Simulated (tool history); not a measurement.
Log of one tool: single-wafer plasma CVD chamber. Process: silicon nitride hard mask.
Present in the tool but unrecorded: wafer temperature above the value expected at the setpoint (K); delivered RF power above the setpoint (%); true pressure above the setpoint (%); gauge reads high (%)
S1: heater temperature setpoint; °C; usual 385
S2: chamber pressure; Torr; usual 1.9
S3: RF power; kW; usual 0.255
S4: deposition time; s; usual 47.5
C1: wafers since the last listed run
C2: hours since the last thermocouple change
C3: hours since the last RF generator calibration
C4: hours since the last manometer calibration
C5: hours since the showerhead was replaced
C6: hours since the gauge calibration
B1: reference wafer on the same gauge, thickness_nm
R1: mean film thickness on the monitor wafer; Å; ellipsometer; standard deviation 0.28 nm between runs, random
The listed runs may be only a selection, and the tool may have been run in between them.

{"run": 1, "hour": 0.0, "S1": 385, "S2": 1.9, "S3": 0.255, "S4": 47.5, "C1": 0, "C2": 1599, "C3": 1784.9, "C4": 1096.6, "C5": 6651.9, "C6": 1043.7, "B1": 44.968, "R1": 471.21}
{"run": 2, "hour": 28.1, "S1": 385, "S2": 1.9, "S3": 0.255, "S4": 47.5, "C1": 430, "C2": 1627.1, "C3": 1813, "C4": 1124.7, "C5": 6680, "C6": 1071.8, "B1": 44.908, "R1": 468.57}
{"hour": 45.8, "done": "thermocouple changed; heater temperature recalibrated"}
{"run": 3, "hour": 58.6, "S1": 385, "S2": 2.03, "S3": 0.24, "S4": 47.5, "C1": 344, "C2": 12.8, "C3": 1843.5, "C4": 1155.2, "C5": 6710.5, "C6": 1102.3, "B1": 45.034, "R1": 445.35}
{"hour": 70.2, "done": "capacitance manometer re-zeroed and calibrated"}
{"run": 4, "hour": 77.3, "S1": 385, "S2": 2.03, "S3": 0.24, "S4": 47.5, "C1": 163, "C2": 31.5, "C3": 1862.2, "C4": 7.1, "C5": 6729.2, "C6": 1121, "B1": 44.978, "R1": 453.32}
{"run": 5, "hour": 103.1, "S1": 385, "S2": 2.03, "S3": 0.24, "S4": 47.5, "C1": 394, "C2": 57.3, "C3": 1888, "C4": 32.9, "C5": 6755, "C6": 1146.8, "B1": 44.937, "R1": 448.01}
{"run": 6, "hour": 117.5, "S1": 385, "S2": 1.8, "S3": 0.255, "S4": 47.5, "C1": 220, "C2": 71.7, "C3": 1902.4, "C4": 47.3, "C5": 6769.4, "C6": 1161.2, "B1": 45.116, "R1": 461.57}
{"run": 7, "hour": 148.4, "S1": 397, "S2": 2.31, "S3": 0.22, "S4": 47.5, "C1": 473, "C2": 102.6, "C3": 1933.3, "C4": 78.2, "C5": 6800.3, "C6": 1192.1, "B1": 44.985, "R1": 430.66}
{"run": 8, "hour": 183.7, "S1": 385, "S2": 1.9, "S3": 0.215, "S4": 47.5, "C1": 540, "C2": 137.9, "C3": 1968.6, "C4": 113.5, "C5": 6835.6, "C6": 1227.4, "B1": 45.055, "R1": 391.99}
{"run": 9, "hour": 216.3, "S1": 385, "S2": 1.9, "S3": 0.255, "S4": 47.5, "C1": 499, "C2": 170.5, "C3": 2001.2, "C4": 146.1, "C5": 6868.2, "C6": 1260, "B1": 44.945, "R1": 464.37}
{"hour": 227.0, "done": "showerhead replaced"}
{"run": 10, "hour": 242.1, "S1": 385, "S2": 1.9, "S3": 0.255, "S4": 42.6, "C1": 272, "C2": 196.3, "C3": 2027, "C4": 171.9, "C5": 15.1, "C6": 1285.8, "B1": 45.044, "R1": 422.57}
{"run": 11, "hour": 271.5, "S1": 371, "S2": 2.14, "S3": 0.3, "S4": 51.5, "C1": 450, "C2": 225.7, "C3": 2056.4, "C4": 201.3, "C5": 44.5, "C6": 1315.2, "B1": 44.861, "R1": 612.91}
{"run": 12, "hour": 296.2, "S1": 385, "S2": 1.9, "S3": 0.255, "S4": 47.5, "C1": 378, "C2": 250.4, "C3": 2081.1, "C4": 226, "C5": 69.2, "C6": 1339.9, "B1": 44.988, "R1": 463.92}
{"run": 13, "hour": 310.7, "S1": 385, "S2": 1.9, "S3": 0.255, "S4": 47.5, "C1": 221, "C2": 264.9, "C3": 2095.6, "C4": 240.5, "C5": 83.7, "C6": 1354.4, "B1": 45.135, "R1": 465.27}
{"run": 14, "hour": 339.8, "S1": 385, "S2": 1.9, "S3": 0.255, "S4": 47.5, "C1": 445, "C2": 294, "C3": 2124.7, "C4": 269.6, "C5": 112.8, "C6": 1383.5, "B1": 44.998, "R1": 467.3}
{"run": 15, "hour": 370.3, "S1": 380, "S2": 1.9, "S3": 0.255, "S4": 47.5, "C1": 466, "C2": 324.5, "C3": 2155.2, "C4": 300.1, "C5": 143.3, "C6": 1414, "B1": 45.069, "R1": 468.92}
{"run": 16, "hour": 405.9, "S1": 385, "S2": 2.15, "S3": 0.235, "S4": 47.5, "C1": 545, "C2": 360.1, "C3": 2190.8, "C4": 335.7, "C5": 178.9, "C6": 1449.6, "B1": 45.056, "R1": 448.39}
{"run": 17, "hour": 418.5, "S1": 389, "S2": 2.18, "S3": 0.255, "S4": 47.5, "C1": 192, "C2": 372.7, "C3": 2203.4, "C4": 348.3, "C5": 191.5, "C6": 1462.2, "B1": 44.938, "R1": 490.66}
{"hour": 426.8, "done": "gauge calibrated"}
{"run": 18, "hour": 443.9, "S1": 396, "S2": 1.47, "S3": 0.285, "S4": 55.6, "C1": 388, "C2": 398.1, "C3": 2228.8, "C4": 373.7, "C5": 216.9, "C6": 17.1, "B1": 45.057, "R1": 555.33}

Forecast run 19:
{"run": 19, "hour": 466.5, "S1": 385, "S2": 1.9, "S3": 0.255, "S4": 47.5, "C1": 345, "C2": 420.7, "C3": 2251.4, "C4": 396.3, "C5": 239.5, "C6": 39.7, "B1": "?", "R1": "?"}

B1: 44.84
R1: 466.24 Å
The same run, on a tool lacking any hidden state, would have yielded R1 503.81 Å.
